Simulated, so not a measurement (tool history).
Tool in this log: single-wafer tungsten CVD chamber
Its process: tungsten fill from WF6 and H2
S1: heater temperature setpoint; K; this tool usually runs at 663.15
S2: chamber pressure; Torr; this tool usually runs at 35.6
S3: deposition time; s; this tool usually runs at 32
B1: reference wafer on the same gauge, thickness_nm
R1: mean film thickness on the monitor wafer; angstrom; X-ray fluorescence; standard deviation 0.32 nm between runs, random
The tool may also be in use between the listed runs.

run	hour	S1	S2	S3	B1	R1
1	0	663.15	35.6	32	71.669	794.54
2	25.5	663.15	35.6	32	71.705	790.28
3	49.8	663.15	35.6	32	71.547	783.65
4	83.1	663.15	35.6	32	71.805	788.28
5	114.5	663.15	35.6	32	71.658	788.95
# hour 134.6: thermocouple changed; heater temperature recalibrated
6	137.8	663.15	35.6	32	71.768	784.15
7	165	663.15	35.6	32	71.705	785.56
8	179.5	663.15	35.6	32	71.684	788.09
9	196.8	663.15	35.6	32	71.743	783.98
10	226.5	663.15	35.6	32	71.694	781.32
11	244	657.15	29.5	32	71.791	602.16
12	266.6	657.15	29.5	32	71.724	599.9
13	299.4	657.15	29.5	32	71.589	599.31
14	312.9	657.15	35.6	32	71.772	681.38
15	334.6	657.15	29.5	32	71.623	599.26
16	358.3	663.15	32.8	29.4	71.696	676.01
# hour 369.4: showerhead replaced
17	392.1	663.15	41.7	32	71.629	855.02
# hour 395: gauge calibrated
18	413	663.15	38.2	32	71.696	808.28
19	431.1	663.15	29.7	28.2	71.549	603.33
20	444	663.15	35.6	32	71.81	773.43
21	466.2	658.15	35.6	32	71.633	694.08
22	484	657.15	33.3	33.9	71.775	683.49
23	496.2	663.15	35.6	32	71.71	765.38
24	509.5	663.15	28.7	32	71.647	662.24
25	534	668.15	44.3	36.5	71.736	1115.08
26	548.6	677.15	42.9	34.5	71.667	1250.64
# hour 557.8: capacitance manometer re-zeroed and calibrated
27	577.9	672.15	40.9	34.4	71.64	1152.08
28	599.1	674.15	29.6	32	71.788	913.21
29	630.7	663.15	38.3	28.8	71.622	774
30	665.4	671.15	39	35.6	71.622	1140.75
31	697.2	670.15	31.5	33.6	71.649	916.98
32	715.5	663.15	41.7	32	71.637	892.92
33	744.9	663.15	35.6	28.3	71.784	725.25
34	760	672.15	35.6	32	71.72	987.87

Forecast run 35:
35	779.3	663.15	35.6	32	?	?

{"run 35": {"B1": 71.809, "R1": 819.35}}
Take away the tool's hidden state, keep the run-to-run variation as it was, and the same run would have given R1 815.64 angstrom.
